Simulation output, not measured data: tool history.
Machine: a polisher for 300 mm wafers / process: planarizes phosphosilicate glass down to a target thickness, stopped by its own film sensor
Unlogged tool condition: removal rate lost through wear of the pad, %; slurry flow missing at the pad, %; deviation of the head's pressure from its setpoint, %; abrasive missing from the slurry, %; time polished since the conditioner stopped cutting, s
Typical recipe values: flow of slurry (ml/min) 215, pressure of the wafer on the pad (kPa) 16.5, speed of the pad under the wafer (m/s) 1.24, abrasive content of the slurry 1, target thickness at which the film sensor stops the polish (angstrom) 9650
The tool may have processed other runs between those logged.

run     day  flow of slurry (ml/min)  pressure of the wafer on the pad (kPa)  speed of the pad under the wafer (m/s)  abrasive content of the slurry  target thickness at which the film sensor stops the polish (angstrom)  wafers since the last listed run  wafers polished on this pad  hours since the slurry nozzle was cleaned  hours since the head pressure was calibrated  hours since the slurry blender was calibrated  hours since the conditioning disc was replaced  incoming thickness of the incoming film, nm  time until the film sensor stopped the polish (s)
  1       0                      215                                    16.5                                    1.24                               1                                                                   9650                                 0                          305                                      391.7                                         391.4                                           15.7                                           105.2                                         1473                                               88.4
  2   2.071                      215                                    16.5                                    1.24                               1                                                                   9650                               352                          658                                      441.4                                         441.1                                           65.4                                           154.9                                       1498.3                                               93.8
      3.912  -- head pressure recalibrated
  3   4.904                      215                                    16.5                                    1.24                               1                                                                   9220                               468                         1126                                      509.4                                          23.8                                          133.4                                           222.9                                       1501.5                                              102.9
      5.258  -- worn pad replaced by a new one
      7.004  -- slurry blender recalibrated
  4   7.533                      215                                    16.5                                    1.24                               1                                                                   9220                               405                          372                                      572.5                                          86.9                                           12.7                                             286                                       1465.4                                               95.7
  5   9.312                      215                                    16.5                                    1.24                               1                                                                  10660                               302                          675                                      615.2                                         129.6                                           55.4                                           328.7                                       1479.6                                               72.9
  6  11.592                      215                                    16.5                                    1.24                               1                                                                   9650                               388                         1063                                      669.9                                         184.3                                          110.1                                           383.4                                       1506.1                                                 96
     12.529  -- worn pad replaced by a new one
  7  13.821                      215                                    16.5                                    1.24                               1                                                                   9650                               351                          219                                      723.4                                         237.8                                          163.6                                           436.9                                       1469.7                                               89.7
     15.029  -- slurry blender recalibrated
     15.458  -- slurry nozzle cleaned
     16.162  -- conditioning disc replaced and pad reconditioned
  8  16.771                      215                                    11.7                                    0.84                               1                                                                   9650                               466                          686                                       31.5                                         308.6                                           41.8                                            14.6                                       1489.3                                              146.4
  9  18.938                      215                                    16.5                                    1.24                             1.1                                                                   9650                               368                         1055                                       83.5                                         360.6                                           93.8                                            66.6                                       1512.5                                               81.7
      20.45  -- worn pad replaced by a new one, of another model than before
 10  21.554                      215                                    16.5                                    1.24                               1                                                                   9650                               417                          188                                      146.3                                         423.4                                          156.6                                           129.4                                       1478.7                                               85.2
     22.542  -- slurry blender recalibrated
 11  24.058                      235                                    16.5                                    1.24                             1.1                                                                   9650                               412                          600                                      206.4                                         483.5                                           36.4                                           189.5                                       1491.2                                               81.9
 12  25.617                      215                                    16.5                                    0.98                               1                                                                   9650                               265                          865                                      243.8                                         520.9                                           73.8                                           226.9                                       1489.1                                               99.4
     27.462  -- head pressure recalibrated
     27.858  -- worn pad replaced by a new one
     29.596  -- slurry blender recalibrated
 13  30.954                      215                                    19.3                                       1                               1                                                                  10730                               852                          512                                      371.9                                          83.8                                           32.6                                             355                                       1512.3                                               76.2
     35.658  -- conditioning disc replaced and pad reconditioned
     36.171  -- worn pad replaced by a new one
     36.325  -- slurry blender recalibrated
 14  37.183                      215                                    16.5                                    1.24                               1                                                                   9650                              1003                          158                                      521.4                                         233.3                                           20.6                                            36.6                                       1490.6                                               93.3

3 options for the next run, each taken on its own from the tool as it stands now. Forecast them:
  A  37.204                      215                                    16.5                                    1.24                               1                                                                   9650                                 3                          161                                      521.9                                         233.8                                           21.1                                            37.1                                       1485.2                                                  ?
  B  37.204                      240                                    13.8                                    1.24                               1                                                                   8950                                 3                          161                                      521.9                                         233.8                                           21.1                                            37.1                                       1485.2                                                  ?
  C  37.204                      245                                    16.5                                    1.24                             1.1                                                                   9650                                 3                          161                                      521.9                                         233.8                                           21.1                                            37.1                                       1485.2                                                  ?

run  time until the film sensor stopped the polish (s)
  A                                               97.8
  B                                              127.8
  C                                                 88
With no hidden state in the tool, these same runs would have given:
run  time until the film sensor stopped the polish (s)
  A                                                 82
  B                                              109.8
  C                                               75.9
